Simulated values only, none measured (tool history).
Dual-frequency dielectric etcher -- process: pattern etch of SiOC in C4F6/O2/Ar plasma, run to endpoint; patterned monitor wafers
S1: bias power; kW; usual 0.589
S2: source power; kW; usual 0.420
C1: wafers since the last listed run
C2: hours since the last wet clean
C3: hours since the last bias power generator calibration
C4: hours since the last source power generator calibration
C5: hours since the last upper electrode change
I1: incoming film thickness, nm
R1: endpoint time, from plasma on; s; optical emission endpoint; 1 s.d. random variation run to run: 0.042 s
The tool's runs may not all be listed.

run   hour     S1     S2    C1     C2      C3      C4      C5     I1    R1
  1    0.0  0.589  0.420     0   46.7  4001.6  2489.4  1856.1  46.32  14.1
  2  127.5  0.589  0.390  1853  174.2  4129.1  2616.9  1983.6  46.37  14.4
  3  174.4  0.589  0.390   681  221.1  4176.0  2663.8  2030.5  46.82  14.4
  4  239.4  0.589  0.390   944  286.1  4241.0  2728.8  2095.5  45.41  13.9
  5  286.4  0.633  0.390   683  333.1  4288.0  2775.8  2142.5  46.15  13.7
  6  321.8  0.589  0.460   514  368.5  4323.4  2811.2  2177.9  45.68  13.3
     371.1  -- wet clean of the chamber
  7  371.6  0.589  0.460   375    0.5  4373.2  2861.0  2227.7  46.27  13.8
  8  404.8  0.589  0.460   482   33.7  4406.4  2894.2  2260.9  46.27  13.8
  9  462.2  0.589  0.380   834   91.1  4463.8  2951.6  2318.3  46.67  14.6
 10  491.6  0.589  0.380   427  120.5  4493.2  2981.0  2347.7  46.13  14.4
 11  541.3  0.589  0.380   722  170.2  4542.9  3030.7  2397.4  46.19  14.3
 12  584.6  0.698  0.420   629  213.5  4586.2  3074.0  2440.7  46.25  13.2
 13  640.1  0.643  0.510   806  269.0  4641.7  3129.5  2496.2  46.35  12.7
     669.3  -- upper electrode replaced
     675.7  -- source power generator calibrated
 14  676.2  0.589  0.350   117  305.1  4677.8     0.5     6.9  46.29  14.6

Expected results for the next run?
 15  699.3  0.589  0.420  335  328.2  4700.9  23.6  30.0  45.94   ?

R1: 13.7 s
Take away the tool's hidden state, keep the run-to-run variation as it was, and the same run would have given R1 14.1 s.
